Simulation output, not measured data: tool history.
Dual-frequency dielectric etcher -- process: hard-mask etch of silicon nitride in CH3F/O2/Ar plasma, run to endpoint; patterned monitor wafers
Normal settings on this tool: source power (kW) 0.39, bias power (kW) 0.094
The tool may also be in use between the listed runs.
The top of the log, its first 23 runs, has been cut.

run,hour,source power (kW),bias power (kW),wafers since the last listed run,hours since the last wet clean,hours since the last source power generator calibration,hours since the last bias power generator calibration,hours since the last upper electrode change,"incoming incoming film thickness, nm",endpoint time (s)
24,1130.8,0.32,0.071,516,537.3,4145.4,302.7,4172.7,45.06,66.3
# hour 1224.6: wet clean of the chamber
25,1225.1,0.39,0.094,815,0.5,4239.7,397,4267,45.23,57.4
26,1249.6,0.48,0.111,284,25,4264.2,421.5,4291.5,44.99,50.8
# hour 1278.5: source power generator calibrated
# hour 1286: upper electrode replaced
27,1304,0.3,0.079,496,79.4,25.5,475.9,18,44.73,64.9
28,1516.9,0.39,0.087,2469,292.3,238.4,688.8,230.9,45.12,59.1
29,1563.6,0.39,0.094,541,339,285.1,735.5,277.6,44.84,55.5
30,1600.3,0.39,0.108,425,375.7,321.8,772.2,314.3,45.32,51.6
31,1662.1,0.39,0.115,716,437.5,383.6,834,376.1,44.87,49.9

What does the tool deliver on the next run?
32,1762,0.39,0.074,1158,537.4,483.5,933.9,476,45.29,?

Run 32 gave endpoint time (s) 62.2.
Were there no unlogged condition in the tool, this run, its random variation unchanged, would have produced endpoint time (s) 65.8.

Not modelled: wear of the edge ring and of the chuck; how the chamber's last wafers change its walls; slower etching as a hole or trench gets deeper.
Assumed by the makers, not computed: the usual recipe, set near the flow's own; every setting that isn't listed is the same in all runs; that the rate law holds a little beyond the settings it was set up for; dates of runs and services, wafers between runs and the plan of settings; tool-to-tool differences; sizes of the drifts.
